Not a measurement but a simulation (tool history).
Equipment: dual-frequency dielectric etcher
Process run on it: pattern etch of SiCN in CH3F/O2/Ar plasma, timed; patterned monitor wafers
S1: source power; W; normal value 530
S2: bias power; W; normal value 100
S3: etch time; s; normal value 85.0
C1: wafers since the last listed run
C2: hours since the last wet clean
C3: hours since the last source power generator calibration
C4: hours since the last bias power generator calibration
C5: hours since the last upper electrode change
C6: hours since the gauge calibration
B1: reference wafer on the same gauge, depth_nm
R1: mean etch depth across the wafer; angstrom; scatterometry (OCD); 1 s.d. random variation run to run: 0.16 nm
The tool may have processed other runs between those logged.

run 1 hour=0.0 | S1=530 S2=100 S3=85.0 | C1=0 C2=393.2 C3=4809.8 C4=3565.2 C5=4723.3 C6=54.1 | B1=47.76 | R1=382.0
run 2 hour=15.9 | S1=530 S2=100 S3=85.0 | C1=91 C2=409.1 C3=4825.7 C4=3581.1 C5=4739.2 C6=70.0 | B1=47.75 | R1=383.5
run 3 hour=29.4 | S1=530 S2=100 S3=85.0 | C1=77 C2=422.6 C3=4839.2 C4=3594.6 C5=4752.7 C6=83.5 | B1=47.77 | R1=380.7
run 4 hour=44.4 | S1=530 S2=113 S3=85.0 | C1=86 C2=437.6 C3=4854.2 C4=3609.6 C5=4767.7 C6=98.5 | B1=47.71 | R1=401.9
run 5 hour=55.9 | S1=530 S2=113 S3=85.0 | C1=66 C2=449.1 C3=4865.7 C4=3621.1 C5=4779.2 C6=110.0 | B1=47.73 | R1=399.6
-- hour=72.1 gauge calibrated
-- hour=82.4 source power generator calibrated
-- hour=86.3 bias power generator calibrated
-- hour=92.6 upper electrode replaced
run 6 hour=93.1 | S1=530 S2=100 S3=85.0 | C1=132 C2=486.3 C3=10.7 C4=6.8 C5=0.5 C6=21.0 | B1=47.81 | R1=378.2
run 7 hour=93.4 | S1=530 S2=100 S3=85.0 | C1=1 C2=486.6 C3=11.0 C4=7.1 C5=0.8 C6=21.3 | B1=47.65 | R1=380.6
run 8 hour=94.7 | S1=570 S2=100 S3=99.5 | C1=7 C2=487.9 C3=12.3 C4=8.4 C5=2.1 C6=22.6 | B1=47.66 | R1=455.7
-- hour=131.8 wet clean of the chamber
run 9 hour=132.3 | S1=590 S2=122 S3=110.5 | C1=78 C2=0.5 C3=49.9 C4=46.0 C5=39.7 C6=60.2 | B1=47.66 | R1=589.2
run 10 hour=132.6 | S1=410 S2=117 S3=98.0 | C1=1 C2=0.8 C3=50.2 C4=46.3 C5=40.0 C6=60.5 | B1=47.61 | R1=434.7
run 11 hour=133.0 | S1=530 S2=91 S3=98.0 | C1=2 C2=1.2 C3=50.6 C4=46.7 C5=40.4 C6=60.9 | B1=47.75 | R1=442.2

What does the tool deliver on the next run?
run 12 hour=141.3 | S1=530 S2=100 S3=85.0 | C1=47 C2=9.5 C3=58.9 C4=55.0 C5=48.7 C6=69.2 | B1=? | R1=?

B1: 47.71
R1: 397.9 angstrom
Had the tool carried no hidden state, the very same run would have given R1 399.5 angstrom.

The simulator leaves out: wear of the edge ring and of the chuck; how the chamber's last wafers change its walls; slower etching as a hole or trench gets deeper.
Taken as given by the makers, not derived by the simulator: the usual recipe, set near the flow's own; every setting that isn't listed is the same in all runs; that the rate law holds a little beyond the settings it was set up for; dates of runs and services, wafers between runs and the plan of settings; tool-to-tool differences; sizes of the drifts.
